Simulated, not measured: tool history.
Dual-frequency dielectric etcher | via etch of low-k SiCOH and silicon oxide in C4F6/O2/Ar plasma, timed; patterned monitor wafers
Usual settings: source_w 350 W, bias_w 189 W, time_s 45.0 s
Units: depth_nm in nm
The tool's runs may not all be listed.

| run | hour | source_w | bias_w | time_s | wafers since the last listed run | hours since the last wet clean | hours since the last source power generator calibration | hours since the last bias power generator calibration | hours since the last upper electrode change | hours since the gauge calibration | read-back reference wafer on the same gauge, depth_nm | depth_nm |
|---|---|---|---|---|---|---|---|---|---|---|---|---|
| 1 | 0.0 | 390 | 189 | 45.0 | 0 | 143.8 | 2433.4 | 2159.1 | 3579.1 | 783.7 | 111.9 | 112.3 |
| 2 | 30.9 | 390 | 189 | 45.0 | 492 | 174.7 | 2464.3 | 2190.0 | 3610.0 | 814.6 | 112.1 | 110.0 |
| 3 | 60.0 | 350 | 189 | 45.0 | 463 | 203.8 | 2493.4 | 2219.1 | 3639.1 | 843.7 | 112.1 | 106.4 |
| 4 | 104.9 | 350 | 176 | 45.0 | 715 | 248.7 | 2538.3 | 2264.0 | 3684.0 | 888.6 | 111.9 | 101.9 |
| 5 | 146.0 | 350 | 176 | 45.0 | 654 | 289.8 | 2579.4 | 2305.1 | 3725.1 | 929.7 | 112.1 | 102.0 |
| 6 | 190.0 | 350 | 176 | 45.0 | 700 | 333.8 | 2623.4 | 2349.1 | 3769.1 | 973.7 | 111.9 | 101.6 |
| 7 | 215.7 | 350 | 189 | 55.5 | 409 | 359.5 | 2649.1 | 2374.8 | 3794.8 | 999.4 | 112.1 | 129.6 |
| 8 | 285.4 | 350 | 189 | 55.5 | 1110 | 429.2 | 2718.8 | 2444.5 | 3864.5 | 1069.1 | 111.8 | 128.7 |
| 9 | 352.8 | 350 | 203 | 45.0 | 1073 | 496.6 | 2786.2 | 2511.9 | 3931.9 | 1136.5 | 112.2 | 107.3 |
|  | 394.0 | wet clean of the chamber |
| 10 | 410.4 | 350 | 189 | 37.0 | 535 | 16.4 | 2843.8 | 2569.5 | 3989.5 | 1194.1 | 111.8 | 89.6 |
|  | 426.9 | source power generator calibrated |
|  | 450.9 | gauge calibrated |
| 11 | 469.1 | 350 | 189 | 37.0 | 871 | 75.1 | 42.2 | 2628.2 | 4048.2 | 18.2 | 112.0 | 89.2 |
| 12 | 530.0 | 350 | 189 | 37.0 | 970 | 136.0 | 103.1 | 2689.1 | 4109.1 | 79.1 | 112.1 | 88.9 |
| 13 | 564.0 | 290 | 153 | 37.5 | 541 | 170.0 | 137.1 | 2723.1 | 4143.1 | 113.1 | 112.0 | 74.0 |
| 14 | 632.3 | 380 | 209 | 53.0 | 1087 | 238.3 | 205.4 | 2791.4 | 4211.4 | 181.4 | 111.8 | 136.8 |
| 15 | 682.4 | 410 | 147 | 51.5 | 798 | 288.4 | 255.5 | 2841.5 | 4261.5 | 231.5 | 112.1 | 113.3 |
|  | 724.9 | bias power generator calibrated |
| 16 | 729.4 | 330 | 189 | 45.0 | 684 | 335.4 | 302.5 | 4.5 | 4308.5 | 278.5 | 111.9 | 103.8 |
| 17 | 767.2 | 320 | 189 | 45.0 | 602 | 373.2 | 340.3 | 42.3 | 4346.3 | 316.3 | 112.1 | 101.7 |
| 18 | 836.3 | 300 | 189 | 45.0 | 1100 | 442.3 | 409.4 | 111.4 | 4415.4 | 385.4 | 112.0 | 97.8 |
| 19 | 865.9 | 410 | 230 | 49.0 | 471 | 471.9 | 439.0 | 141.0 | 4445.0 | 415.0 | 111.8 | 134.5 |
|  | 955.9 | upper electrode replaced |
|  | 957.1 | wet clean of the chamber |
| 20 | 1049.9 | 420 | 145 | 48.5 | 2529 | 92.8 | 623.0 | 325.0 | 94.0 | 599.0 | 112.0 | 108.3 |
| 21 | 1089.9 | 420 | 155 | 49.0 | 637 | 132.8 | 663.0 | 365.0 | 134.0 | 639.0 | 112.1 | 111.4 |
| 22 | 1127.8 | 350 | 189 | 45.0 | 603 | 170.7 | 700.9 | 402.9 | 171.9 | 676.9 | 112.0 | 106.2 |
| 23 | 1188.9 | 410 | 221 | 45.0 | 973 | 231.8 | 762.0 | 464.0 | 233.0 | 738.0 | 112.1 | 122.1 |
| 24 | 1248.7 | 350 | 176 | 45.0 | 952 | 291.6 | 821.8 | 523.8 | 292.8 | 797.8 | 112.0 | 101.0 |

3 ways to go on from here, each from the tool as it stands after run 24. What would each give?
| A | 1249.1 | 350 | 189 | 45.0 | 6 | 292.0 | 822.2 | 524.2 | 293.2 | 798.2 | ? | ? |
| B | 1249.1 | 390 | 211 | 45.0 | 6 | 292.0 | 822.2 | 524.2 | 293.2 | 798.2 | ? | ? |
| C | 1249.1 | 350 | 215 | 45.0 | 6 | 292.0 | 822.2 | 524.2 | 293.2 | 798.2 | ? | ? |

| run | read-back reference wafer on the same gauge, depth_nm | depth_nm |
|---|---|---|
| A | 111.8 | 104.7 |
| B | 111.8 | 115.7 |
| C | 111.8 | 111.8 |
Without the tool's hidden state the same runs would have given:
| run | depth_nm |
|---|---|
| A | 108.1 |
| B | 119.3 |
| C | 115.3 |
